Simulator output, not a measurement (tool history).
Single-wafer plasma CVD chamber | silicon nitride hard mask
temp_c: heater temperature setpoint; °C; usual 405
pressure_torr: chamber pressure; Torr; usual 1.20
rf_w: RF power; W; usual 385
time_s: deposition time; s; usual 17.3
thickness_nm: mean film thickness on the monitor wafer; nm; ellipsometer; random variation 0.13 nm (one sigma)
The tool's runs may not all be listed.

| run | day | temp_c | pressure_torr | rf_w | time_s | wafers since the last listed run | hours since the last thermocouple change | hours since the last RF generator calibration | hours since the last manometer calibration | hours since the showerhead was replaced | hours since the gauge calibration | read-back reference wafer on the same gauge, thickness_nm | thickness_nm |
|---|---|---|---|---|---|---|---|---|---|---|---|---|---|
| 1 | 0.000 | 405 | 1.42 | 385 | 17.3 | 0 | 1094.1 | 842.8 | 1100.5 | 5169.2 | 219.0 | 24.914 | 22.696 |
| 2 | 4.096 | 405 | 1.20 | 385 | 19.9 | 1669 | 1192.4 | 941.1 | 1198.8 | 5267.5 | 317.3 | 24.814 | 24.592 |
| 3 | 6.717 | 405 | 1.20 | 385 | 19.9 | 1068 | 1255.3 | 1004.0 | 1261.7 | 5330.4 | 380.2 | 24.709 | 24.987 |
| 4 | 10.488 | 405 | 1.20 | 385 | 17.3 | 1536 | 1345.8 | 1094.5 | 1352.2 | 5420.9 | 470.7 | 24.628 | 21.523 |
| 5 | 12.488 | 405 | 1.20 | 385 | 17.3 | 815 | 1393.8 | 1142.5 | 1400.2 | 5468.9 | 518.7 | 24.608 | 21.531 |
| 6 | 16.071 | 405 | 1.20 | 420 | 17.3 | 1460 | 1479.8 | 1228.5 | 1486.2 | 5554.9 | 604.7 | 24.488 | 22.117 |
| 7 | 18.708 | 405 | 1.20 | 420 | 17.3 | 1074 | 1543.1 | 1291.8 | 1549.5 | 5618.2 | 668.0 | 24.470 | 22.135 |
| 8 | 23.046 | 405 | 1.20 | 420 | 17.3 | 1767 | 1647.2 | 1395.9 | 1653.6 | 5722.3 | 772.1 | 24.377 | 22.042 |
|  | 32.383 | RF generator calibrated |
| 9 | 33.967 | 397 | 1.20 | 385 | 17.3 | 4314 | 1909.3 | 38.0 | 1915.7 | 5984.4 | 1034.2 | 24.096 | 21.228 |
|  | 34.900 | thermocouple changed; heater temperature recalibrated |
| 10 | 37.450 | 414 | 1.37 | 435 | 20.0 | 1283 | 61.2 | 121.6 | 1999.3 | 6068.0 | 1117.8 | 24.036 | 26.320 |
| 11 | 40.729 | 396 | 1.20 | 385 | 17.3 | 1336 | 139.9 | 200.3 | 2078.0 | 6146.7 | 1196.5 | 23.962 | 20.864 |
| 12 | 44.746 | 405 | 1.20 | 385 | 17.3 | 1636 | 236.3 | 296.7 | 2174.4 | 6243.1 | 1292.9 | 23.868 | 20.903 |
|  | 46.479 | capacitance manometer re-zeroed and calibrated |
|  | 47.854 | gauge calibrated |
| 13 | 49.092 | 405 | 1.20 | 385 | 17.3 | 1635 | 340.6 | 401.0 | 62.7 | 6347.4 | 29.7 | 24.761 | 21.648 |
|  | 50.604 | showerhead replaced |
| 14 | 51.862 | 405 | 1.20 | 385 | 17.3 | 993 | 407.1 | 467.5 | 129.2 | 30.2 | 96.2 | 24.677 | 21.530 |
| 15 | 54.579 | 405 | 1.20 | 365 | 17.3 | 1107 | 472.3 | 532.7 | 194.4 | 95.4 | 161.4 | 24.662 | 20.847 |
| 16 | 58.829 | 405 | 1.48 | 330 | 19.0 | 1731 | 574.3 | 634.7 | 296.4 | 197.4 | 263.4 | 24.552 | 23.147 |
| 17 | 62.488 | 405 | 0.99 | 385 | 17.3 | 1490 | 662.1 | 722.5 | 384.2 | 285.2 | 351.2 | 24.465 | 20.277 |
| 18 | 65.021 | 405 | 1.20 | 385 | 17.3 | 1032 | 722.9 | 783.3 | 445.0 | 346.0 | 412.0 | 24.443 | 21.335 |
| 19 | 66.829 | 420 | 1.33 | 440 | 16.4 | 736 | 766.3 | 826.7 | 488.4 | 389.4 | 455.4 | 24.373 | 21.662 |

Forecast each of these 5 alternatives for the next run:
| A | 66.846 | 405 | 1.20 | 385 | 17.3 | 6 | 766.7 | 827.1 | 488.8 | 389.8 | 455.8 | ? | ? |
| B | 66.846 | 415 | 1.05 | 315 | 18.9 | 6 | 766.7 | 827.1 | 488.8 | 389.8 | 455.8 | ? | ? |
| C | 66.846 | 405 | 1.20 | 385 | 18.3 | 6 | 766.7 | 827.1 | 488.8 | 389.8 | 455.8 | ? | ? |
| D | 66.846 | 416 | 1.20 | 385 | 17.3 | 6 | 766.7 | 827.1 | 488.8 | 389.8 | 455.8 | ? | ? |
| E | 66.846 | 419 | 1.20 | 325 | 17.3 | 6 | 766.7 | 827.1 | 488.8 | 389.8 | 455.8 | ? | ? |

| run | read-back reference wafer on the same gauge, thickness_nm | thickness_nm |
|---|---|---|
| A | 24.405 | 21.261 |
| B | 24.405 | 20.233 |
| C | 24.405 | 22.487 |
| D | 24.405 | 21.172 |
| E | 24.405 | 19.481 |
Without the tool's hidden state the same runs would have given:
| run | thickness_nm |
|---|---|
| A | 21.977 |
| B | 20.914 |
| C | 23.244 |
| D | 21.884 |
| E | 20.137 |

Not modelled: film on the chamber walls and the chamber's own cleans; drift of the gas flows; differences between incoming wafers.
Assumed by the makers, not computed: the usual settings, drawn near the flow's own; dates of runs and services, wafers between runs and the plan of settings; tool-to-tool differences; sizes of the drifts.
